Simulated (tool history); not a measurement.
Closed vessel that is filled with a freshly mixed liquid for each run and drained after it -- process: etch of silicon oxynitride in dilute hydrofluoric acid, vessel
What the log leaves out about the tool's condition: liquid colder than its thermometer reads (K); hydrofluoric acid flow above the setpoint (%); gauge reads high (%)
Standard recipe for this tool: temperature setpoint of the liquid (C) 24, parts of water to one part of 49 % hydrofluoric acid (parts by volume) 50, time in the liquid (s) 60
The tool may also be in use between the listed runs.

| run | day | temperature setpoint of the liquid (C) | parts of water to one part of 49 % hydrofluoric acid (parts by volume) | time in the liquid (s) | wafers since the last listed run | hours since the thermometer was replaced | hours since the hydrofluoric acid flow meter was replaced | hours since the gauge calibration | read-back film thickness of the silicon oxynitride reference wafer, read on the same gauge (nm) | thickness taken off the silicon oxynitride on a monitor wafer (angstrom) |
|---|---|---|---|---|---|---|---|---|---|---|
| 1 | 0 | 24 | 50 | 60 | 0 | 881.9 | 965.7 | 382.7 | 139.98 | 59.2 |
| 2 | 1.25 | 21.5 | 50 | 75 | 3325 | 911.9 | 995.7 | 412.7 | 140.02 | 66.4 |
| 3 | 1.9 | 21.5 | 50 | 75 | 1729 | 927.5 | 1011.3 | 428.3 | 140.01 | 67.6 |
| 4 | 3.338 | 21.5 | 50 | 75 | 3824 | 962 | 1045.8 | 462.8 | 140.03 | 65.9 |
| 5 | 4.829 | 27 | 50 | 60 | 3968 | 997.8 | 1081.6 | 498.6 | 140 | 70.9 |
| 6 | 5.504 | 27 | 50 | 60 | 1795 | 1014 | 1097.8 | 514.8 | 140 | 69.2 |
| 7 | 6.946 | 24 | 50 | 60 | 3835 | 1048.6 | 1132.4 | 549.4 | 139.99 | 60.9 |
| 8 | 8.204 | 24 | 50 | 60 | 3347 | 1078.8 | 1162.6 | 579.6 | 140.03 | 60.2 |
| 9 | 9.217 | 24 | 50 | 60 | 2693 | 1103.1 | 1186.9 | 603.9 | 140.02 | 59.9 |
| 10 | 10.158 | 24 | 70 | 60 | 2505 | 1125.7 | 1209.5 | 626.5 | 139.93 | 42.9 |
| 11 | 11.058 | 24 | 70 | 60 | 2394 | 1147.3 | 1231.1 | 648.1 | 140 | 42.7 |
|  | 11.358 | thermometer replaced |
| 12 | 11.962 | 24 | 50 | 60 | 2294 | 14.5 | 1252.8 | 669.8 | 140.02 | 59.9 |
| 13 | 12.562 | 24 | 50 | 60 | 1596 | 28.9 | 1267.2 | 684.2 | 140 | 60.5 |
| 14 | 13.496 | 24 | 50 | 60 | 2483 | 51.3 | 1289.6 | 706.6 | 139.99 | 61 |
| 15 | 14.108 | 25.5 | 50 | 60 | 1629 | 66 | 1304.3 | 721.3 | 140.01 | 64 |
| 16 | 15.262 | 24 | 50 | 75 | 3070 | 93.7 | 1332 | 749 | 140.02 | 74.6 |
|  | 15.358 | gauge calibrated |
| 17 | 16.35 | 24 | 50 | 60 | 2893 | 119.8 | 1358.1 | 23.8 | 139.97 | 59.9 |
| 18 | 17.483 | 21.5 | 30 | 30 | 3015 | 147 | 1385.3 | 51 | 139.99 | 45.5 |
| 19 | 18.025 | 20.5 | 50 | 30 | 1441 | 160 | 1398.3 | 64 | 139.97 | 25.3 |
| 20 | 19.333 | 27 | 50 | 60 | 3480 | 191.4 | 1429.7 | 95.4 | 140.01 | 68.8 |
| 21 | 20.525 | 19.5 | 50 | 60 | 3170 | 220 | 1458.3 | 124 | 140 | 48.4 |
| 22 | 21.254 | 21 | 75 | 80 | 1939 | 237.5 | 1475.8 | 141.5 | 140.03 | 46.2 |
| 23 | 22.129 | 24 | 50 | 60 | 2327 | 258.5 | 1496.8 | 162.5 | 140.03 | 59.5 |
| 24 | 22.875 | 24 | 50 | 95 | 1984 | 276.4 | 1514.7 | 180.4 | 140.05 | 96.4 |
|  | 23.442 | hydrofluoric acid flow meter replaced |
| 25 | 23.65 | 27.5 | 75 | 80 | 1950 | 295 | 5 | 199 | 140 | 63 |
| 26 | 24.283 | 28.5 | 50 | 75 | 1684 | 310.2 | 20.2 | 214.2 | 140.04 | 94.7 |
| 27 | 25.488 | 21 | 50 | 60 | 3203 | 339.1 | 49.1 | 243.1 | 140.02 | 51.6 |
| 28 | 26.192 | 24 | 50 | 60 | 1873 | 356 | 66 | 260 | 140.01 | 60.3 |
| 29 | 26.938 | 19.5 | 50 | 60 | 1984 | 373.9 | 83.9 | 277.9 | 139.93 | 47.9 |
| 30 | 27.462 | 27 | 30 | 90 | 1396 | 386.5 | 96.5 | 290.5 | 140.01 | 177.5 |
| 31 | 28.362 | 24 | 50 | 60 | 2394 | 408.1 | 118.1 | 312.1 | 140.03 | 61 |
| 32 | 29.417 | 19 | 65 | 60 | 2804 | 433.4 | 143.4 | 337.4 | 139.97 | 35.8 |
| 33 | 30.704 | 24 | 50 | 40 | 3425 | 464.3 | 174.3 | 368.3 | 140.01 | 40.2 |

4 options for the next run, each taken on its own from the tool as it stands now. Forecast them:
| A | 30.733 | 22.5 | 50 | 60 | 77 | 465 | 175 | 369 | ? | ? |
| B | 30.733 | 27.5 | 50 | 75 | 77 | 465 | 175 | 369 | ? | ? |
| C | 30.733 | 27 | 65 | 45 | 77 | 465 | 175 | 369 | ? | ? |
| D | 30.733 | 28.5 | 50 | 60 | 77 | 465 | 175 | 369 | ? | ? |

| run | read-back film thickness of the silicon oxynitride reference wafer, read on the same gauge (nm) | thickness taken off the silicon oxynitride on a monitor wafer (angstrom) |
|---|---|---|
| A | 140.03 | 56.1 |
| B | 140.03 | 89.3 |
| C | 140.03 | 39.7 |
| D | 140.03 | 74.9 |
Without the tool's hidden state the same runs would have given:
| run | thickness taken off the silicon oxynitride on a monitor wafer (angstrom) |
|---|---|
| A | 56.1 |
| B | 89.3 |
| C | 39.7 |
| D | 74.9 |
